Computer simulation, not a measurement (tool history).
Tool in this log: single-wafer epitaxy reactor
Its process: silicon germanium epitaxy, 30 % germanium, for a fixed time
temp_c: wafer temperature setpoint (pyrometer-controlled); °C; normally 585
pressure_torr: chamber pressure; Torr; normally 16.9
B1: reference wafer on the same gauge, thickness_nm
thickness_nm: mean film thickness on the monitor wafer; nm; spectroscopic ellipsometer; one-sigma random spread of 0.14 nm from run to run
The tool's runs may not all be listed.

Run 1, day 0: usual settings; B1 44.544. Result: thickness_nm 34.395 nm.
Run 2, day 4.225: usual settings; B1 44.53. Result: thickness_nm 34.119 nm.
Run 3, day 5.071: usual settings; B1 44.498. Result: thickness_nm 34.205 nm.
At day 9.196: gauge calibrated.
Run 4, day 9.25: usual settings but temp_c 582 °C, pressure_torr 13.9 Torr; B1 44.502. Result: thickness_nm 29.768 nm.
Run 5, day 10.254: usual settings but temp_c 582 °C, pressure_torr 13.9 Torr; B1 44.493. Result: thickness_nm 29.837 nm.
At day 10.629: capacitance manometer re-zeroed and calibrated.
Run 6, day 11.188: usual settings but pressure_torr 14.9 Torr; B1 44.51. Result: thickness_nm 32.669 nm.
At day 12.283: pyrometer calibrated.
Run 7, day 12.304: usual settings but pressure_torr 14.9 Torr; B1 44.429. Result: thickness_nm 35.36 nm.
Run 8, day 12.95: usual settings but temp_c 581 °C, pressure_torr 13.8 Torr; B1 44.479. Result: thickness_nm 31.925 nm.
Run 9, day 14.371: usual settings; B1 44.482. Result: thickness_nm 36.653 nm.
At day 14.842: showerhead replaced.
Run 10, day 15.279: usual settings but temp_c 576 °C, pressure_torr 14 Torr; B1 44.503. Result: thickness_nm 28.433 nm.
Run 11, day 16.396: usual settings but temp_c 580 °C, pressure_torr 20.3 Torr; B1 44.483. Result: thickness_nm 35.206 nm.
Run 12, day 17.729: usual settings but pressure_torr 19.2 Torr; B1 44.525. Result: thickness_nm 37.546 nm.
Run 13, day 18.904: usual settings; B1 44.476. Result: thickness_nm 35.528 nm.
Run 14, day 20.079: usual settings but temp_c 598 °C, pressure_torr 18.6 Torr; B1 44.504. Result: thickness_nm 47.484 nm.

What would each run have given without the hidden state, its run-to-run variation left as it was?
Hidden state at play: wafer temperature above the value expected at the setpoint (K); true pressure above the setpoint (%); gauge reads high (%).
run  thickness_nm
  1        37.741
  2        37.603
  3        37.726
  4        32.955
  5        33.052
  6        36.182
  7        35.849
  8         32.54
  9        37.748
 10        29.489
 11        36.764
 12        39.493
 13        37.606
 14        50.458

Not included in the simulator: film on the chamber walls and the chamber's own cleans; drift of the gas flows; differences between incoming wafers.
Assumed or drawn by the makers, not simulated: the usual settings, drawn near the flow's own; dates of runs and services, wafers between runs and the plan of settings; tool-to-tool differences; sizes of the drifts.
